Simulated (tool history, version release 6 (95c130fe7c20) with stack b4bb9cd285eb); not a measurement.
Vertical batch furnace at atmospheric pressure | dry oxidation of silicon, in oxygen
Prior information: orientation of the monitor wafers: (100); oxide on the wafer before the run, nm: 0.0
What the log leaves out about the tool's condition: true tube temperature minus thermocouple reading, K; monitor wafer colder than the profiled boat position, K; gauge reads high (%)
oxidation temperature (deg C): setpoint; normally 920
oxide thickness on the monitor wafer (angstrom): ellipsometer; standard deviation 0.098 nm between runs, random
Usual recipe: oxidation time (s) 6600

run    hour  oxidation temperature (deg C)  oxidation time (s)  wafers since the last listed run  hours since the last temperature calibration  hours since the boat lift was adjusted  hours since the gauge calibration  read-back reference wafer on the same gauge, thickness  oxide thickness on the monitor wafer (angstrom)
  1       0                            935                8850                                 0                                        2866.8                                  4133.3                              813.5                                                    26.3                                            470.8
  2      72                            935                8850                               629                                        2938.8                                  4205.3                              885.5                                                    26.3                                            471.2
  3    97.2                            920                5070                               220                                          2964                                  4230.5                              910.7                                                    26.3                                            273.3
  4   134.9                            920                5070                               329                                        3001.7                                  4268.2                              948.4                                                   26.31                                            271.5
  5   166.5                            920                5070                               276                                        3033.3                                  4299.8                                980                                                   26.31                                            272.3
  6   191.3                            928                7680                               216                                        3058.1                                  4324.6                             1004.8                                                   26.31                                            393.2
  7   216.6                            928                7680                               221                                        3083.4                                  4349.9                             1030.1                                                   26.29                                            393.1
  8   280.3                            928                7680                               556                                        3147.1                                  4413.6                             1093.8                                                    26.3                                            394.2
  9   306.4                            920                6600                               228                                        3173.2                                  4439.7                             1119.9                                                   26.29                                            324.1
 10   362.6                            920                6600                               491                                        3229.4                                  4495.9                             1176.1                                                   26.29                                            324.4
 11   410.9                            920                6600                               422                                        3277.7                                  4544.2                             1224.4                                                   26.28                                            324.5
 12   469.3                            920                6600                               510                                        3336.1                                  4602.6                             1282.8                                                    26.3                                            323.4
 13   500.5                            920                6600                               272                                        3367.3                                  4633.8                               1314                                                    26.3                                              324
      543.1  -- thermocouples replaced and temperature profile calibrated
 14   557.8                            936                6600                               291                                          14.7                                  4691.1                             1371.3                                                   26.29                                            362.3
 15   685.7                            911                5370                              1118                                         142.6                                    4819                             1499.2                                                   26.29                                            244.3
      736.9  -- boat lift adjusted
 16   876.2                            933                6600                              1455                                         333.1                                   139.3                             1689.7                                                   26.28                                            370.7
 17   909.8                            940                6600                               293                                         366.7                                   172.9                             1723.3                                                   26.31                                            399.7
 18   972.1                            911                3930                               544                                           429                                   235.2                             1785.6                                                    26.3                                            209.9
 19  1007.1                            920                6600                               305                                           464                                   270.2                             1820.6                                                   26.31                                            326.5
 20  1041.3                            920                6600                               298                                         498.2                                   304.4                             1854.8                                                    26.3                                            325.9
 21  1095.2                            903                8940                               471                                         552.1                                   358.3                             1908.7                                                    26.3                                            339.3
 22  1162.9                            895                6600                               591                                         619.8                                     426                             1976.4                                                    26.3                                            252.2
 23    1229                            920                6600                               577                                         685.9                                   492.1                             2042.5                                                    26.3                                            327.6
 24  1293.9                            929                5040                               567                                         750.8                                     557                             2107.4                                                   26.32                                            297.7
     1335.1  -- gauge calibrated
 25  1361.5                            920                6600                               590                                         818.4                                   624.6                               26.4                                                   26.28                                            327.3
 26    1394                            905                7680                               284                                         850.9                                   657.1                               58.9                                                    26.3                                            311.7
 27  1429.8                            920                6600                               312                                         886.7                                   692.9                               94.7                                                   26.28                                            329.1
 28  1477.4                            911                8190                               416                                         934.3                                   740.5                              142.3                                                   26.32                                            348.7
 29    1523                            920                7770                               398                                         979.9                                   786.1                              187.9                                                    26.3                                              366
 30  1570.4                            932                8520                               414                                        1027.3                                   833.5                              235.3                                                   26.32                                            446.7
 31  1634.9                            927                9690                               563                                        1091.8                                     898                              299.8                                                    26.3                                            466.3
 32  1688.6                            920                6600                               469                                        1145.5                                   951.7                              353.5                                                   26.29                                            330.3
 33  1754.7                            931                9480                               577                                        1211.6                                  1017.8                              419.6                                                   26.31                                            479.1

Predict each of these 5 candidate next runs independently; none follows another, all start after run 33:
  A  1761.1                            920                6600                                55                                          1218                                  1024.2                                426                                                       ?                                                ?
  B  1761.1                            904                5160                                55                                          1218                                  1024.2                                426                                                       ?                                                ?
  C  1761.1                            938                8970                                55                                          1218                                  1024.2                                426                                                       ?                                                ?
  D  1761.1                            936                4230                                55                                          1218                                  1024.2                                426                                                       ?                                                ?
  E  1761.1                            920                8970                                55                                          1218                                  1024.2                                426                                                       ?                                                ?

run  read-back reference wafer on the same gauge, thickness  oxide thickness on the monitor wafer (angstrom)
  A                                                    26.3                                            330.4
  B                                                    26.3                                              238
  C                                                    26.3                                            497.6
  D                                                    26.3                                            286.5
  E                                                    26.3                                            410.3
Stripped of hidden state, with their random variation kept, the same runs would have yielded:
run  oxide thickness on the monitor wafer (angstrom)
  A                                            322.4
  B                                            232.3
  C                                              485
  D                                            279.4
  E                                            399.9
